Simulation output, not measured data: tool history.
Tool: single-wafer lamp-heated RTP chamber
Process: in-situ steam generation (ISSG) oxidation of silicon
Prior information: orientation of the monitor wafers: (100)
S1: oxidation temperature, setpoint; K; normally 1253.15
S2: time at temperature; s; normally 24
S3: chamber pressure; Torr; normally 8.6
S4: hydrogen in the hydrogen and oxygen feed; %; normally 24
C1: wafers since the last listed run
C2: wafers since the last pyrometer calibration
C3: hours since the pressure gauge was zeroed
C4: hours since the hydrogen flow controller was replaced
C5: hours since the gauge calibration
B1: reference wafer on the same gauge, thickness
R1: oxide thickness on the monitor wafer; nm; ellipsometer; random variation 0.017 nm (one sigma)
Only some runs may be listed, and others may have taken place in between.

| run | hour | S1 | S2 | S3 | S4 | C1 | C2 | C3 | C4 | C5 | B1 | R1 |
|---|---|---|---|---|---|---|---|---|---|---|---|---|
| 1 | 0.0 | 1253.15 | 24 | 8.6 | 24 | 0 | 6075 | 2171.9 | 5491.4 | 155.1 | 5.718 | 5.839 |
| 2 | 7.7 | 1253.15 | 24 | 8.6 | 24 | 70 | 6145 | 2179.6 | 5499.1 | 162.8 | 5.720 | 5.848 |
| 3 | 19.6 | 1253.15 | 28 | 8.6 | 20 | 108 | 6254 | 2191.5 | 5511.0 | 174.7 | 5.723 | 6.044 |
| 4 | 27.9 | 1253.15 | 28 | 8.6 | 20 | 75 | 6329 | 2199.8 | 5519.3 | 183.0 | 5.721 | 5.988 |
| 5 | 39.9 | 1253.15 | 28 | 8.6 | 20 | 109 | 6439 | 2211.8 | 5531.3 | 195.0 | 5.718 | 6.037 |
| 6 | 55.7 | 1253.15 | 24 | 8.6 | 24 | 143 | 6582 | 2227.6 | 5547.1 | 210.8 | 5.719 | 5.839 |
| 7 | 62.1 | 1253.15 | 24 | 8.6 | 24 | 58 | 6641 | 2234.0 | 5553.5 | 217.2 | 5.721 | 5.834 |
| 8 | 76.8 | 1267.15 | 24 | 8.3 | 24 | 133 | 6775 | 2248.7 | 5568.2 | 231.9 | 5.720 | 6.215 |
|  | 90.4 | hydrogen flow controller replaced |
| 9 | 90.9 | 1253.15 | 24 | 9.7 | 30 | 55 | 6830 | 2262.8 | 0.5 | 246.0 | 5.718 | 6.043 |
| 10 | 95.9 | 1253.15 | 24 | 9.7 | 30 | 45 | 6876 | 2267.8 | 5.5 | 251.0 | 5.723 | 6.032 |
|  | 107.5 | gauge calibrated |
| 11 | 111.3 | 1253.15 | 24 | 9.7 | 30 | 140 | 7016 | 2283.2 | 20.9 | 3.8 | 5.718 | 6.048 |
| 12 | 126.8 | 1253.15 | 24 | 9.6 | 20 | 141 | 7157 | 2298.7 | 36.4 | 19.3 | 5.717 | 5.540 |
|  | 142.4 | pyrometer window cleaned and pyrometer calibrated |
| 13 | 142.9 | 1253.15 | 27 | 10.1 | 24 | 73 | 4 | 2314.8 | 52.5 | 35.4 | 5.716 | 5.775 |
| 14 | 144.5 | 1260.15 | 28 | 7.2 | 32 | 14 | 18 | 2316.4 | 54.1 | 37.0 | 5.721 | 6.716 |
| 15 | 162.3 | 1253.15 | 24 | 8.6 | 24 | 162 | 181 | 2334.2 | 71.9 | 54.8 | 5.721 | 5.605 |
| 16 | 174.4 | 1253.15 | 24 | 7.4 | 24 | 110 | 291 | 2346.3 | 84.0 | 66.9 | 5.721 | 5.660 |
| 17 | 188.5 | 1253.15 | 24 | 9.8 | 32 | 128 | 419 | 2360.4 | 98.1 | 81.0 | 5.723 | 5.932 |
|  | 204.1 | pressure gauge zeroed |
| 18 | 205.0 | 1253.15 | 24 | 8.6 | 24 | 77 | 497 | 0.9 | 114.6 | 97.5 | 5.722 | 5.645 |
| 19 | 220.9 | 1267.15 | 24 | 9.8 | 21 | 144 | 641 | 16.8 | 130.5 | 113.4 | 5.720 | 5.705 |
| 20 | 238.8 | 1253.15 | 16 | 9.0 | 20 | 162 | 804 | 34.7 | 148.4 | 131.3 | 5.720 | 4.527 |
| 21 | 245.7 | 1253.15 | 24 | 8.6 | 24 | 62 | 867 | 41.6 | 155.3 | 138.2 | 5.720 | 5.706 |
| 22 | 252.6 | 1233.15 | 29 | 9.1 | 32 | 62 | 930 | 48.5 | 162.2 | 145.1 | 5.719 | 6.115 |
| 23 | 270.0 | 1241.15 | 24 | 9.9 | 19 | 158 | 1088 | 65.9 | 179.6 | 162.5 | 5.725 | 5.089 |

For each run, the measured value with the value that run would have given without the tool's hidden condition subtracted. The run-to-run variation is shared by both, the gauge scatter possibly not:
The tool's hidden condition here consists of: true wafer temperature minus pyrometer reading, K; true pressure minus gauge reading, Torr; deviation of the hydrogen flow from its setpoint, %; gauge reads high (%).
| run | R1 |
|---|---|
| 1 | +0.242 |
| 2 | +0.243 |
| 3 | +0.261 |
| 4 | +0.259 |
| 5 | +0.262 |
| 6 | +0.245 |
| 7 | +0.245 |
| 8 | +0.284 |
| 9 | +0.256 |
| 10 | +0.255 |
| 11 | +0.257 |
| 12 | +0.235 |
| 13 | +0.007 |
| 14 | +0.011 |
| 15 | +0.025 |
| 16 | +0.035 |
| 17 | +0.049 |
| 18 | +0.059 |
| 19 | +0.077 |
| 20 | +0.058 |
| 21 | +0.088 |
| 22 | +0.093 |
| 23 | +0.085 |
